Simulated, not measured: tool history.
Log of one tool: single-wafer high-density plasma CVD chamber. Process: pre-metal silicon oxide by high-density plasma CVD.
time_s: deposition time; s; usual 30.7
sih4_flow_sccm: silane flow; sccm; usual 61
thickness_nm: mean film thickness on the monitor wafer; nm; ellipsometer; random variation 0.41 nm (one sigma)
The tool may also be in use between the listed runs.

run    hour  time_s  sih4_flow_sccm  wafers since the last listed run  hours since the silane flow controller was replaced  hours since the gauge calibration  read-back reference wafer on the same gauge, thickness_nm  thickness_nm
  1       0    28.3              67                                 0                                               1516.6                              214.3                                                    170.921       197.797
  2    91.1    30.7              57                              2699                                               1607.7                              305.4                                                    171.025       182.788
  3   168.4    30.7              57                              2290                                                 1685                              382.7                                                    171.042       183.339
  4   222.3    30.7              61                              1597                                               1738.9                              436.6                                                    170.919       195.572
  5   259.9    30.7              61                              1114                                               1776.5                              474.2                                                    170.876        195.95
  6   360.9    30.7              61                              2992                                               1877.5                              575.2                                                    170.992       196.423
  7   434.9    30.7              70                              2192                                               1951.5                              649.2                                                    170.941       225.978
  8   485.9    30.7              70                              1511                                               2002.5                              700.2                                                    171.002       226.308
  9   540.4    30.7              70                              1614                                                 2057                              754.7                                                    171.066       227.002
 10   643.4    34.3              64                              3051                                                 2160                              857.7                                                    171.006        232.05
 11     745    34.3              64                              3010                                               2261.6                              959.3                                                    171.131       232.937
 12   833.8    34.3              64                              2631                                               2350.4                             1048.1                                                    171.009       231.993
      870.1  -- gauge calibrated
 13   918.9    30.7              61                              2521                                               2435.5                               48.8                                                    171.066        199.09
      959.5  -- silane flow controller replaced
 14  1012.5    36.2              61                              2536                                                   53                              142.4                                                    171.009       240.952
 15  1064.7      34              52                              1546                                                105.2                              194.6                                                    170.965       193.264
 16  1140.3    33.3              51                              2240                                                180.8                              270.2                                                    170.945       185.598
 17  1216.1    26.7              50                              2245                                                256.6                                346                                                    170.986       146.122
     1315.7  -- silane flow controller replaced, repeated, since the last time left the tool worse
 18  1339.7    30.7              67                              3425                                                   24                              469.6                                                    170.929       213.233
 19    1427    30.7              70                              2586                                                111.3                              556.9                                                    170.986       222.982
 20  1484.6    34.7              66                              1706                                                168.9                              614.5                                                    170.912       237.905
 21  1545.6    30.7              70                              1807                                                229.9                              675.5                                                    170.996       223.031
 22  1720.6    34.3              64                              5185                                                404.9                              850.5                                                    171.035       228.034
     1769.3  -- gauge calibrated
 23  1783.4    30.7              50                              1860                                                467.7                               14.1                                                    170.936       159.731
 24  1862.9      27              61                              2355                                                547.2                               93.6                                                    171.037        171.04

The same runs without the tool's hidden state, with the same run-to-run variation:
The hidden state here: delivered silane flow above the setpoint (%); gauge reads high (%).
run  thickness_nm
  1       196.317
  2       181.154
  3       181.461
  4       193.385
  5       193.627
  6       193.727
  7       222.552
  8       222.647
  9       223.077
 10       227.532
 11        227.88
 12       226.483
 13        193.96
 14       228.337
 15       183.138
 16       175.855
 17       138.429
 18       212.867
 19       222.587
 20       237.463
 21       222.588
 22       227.451
 23       159.277
 24       170.482
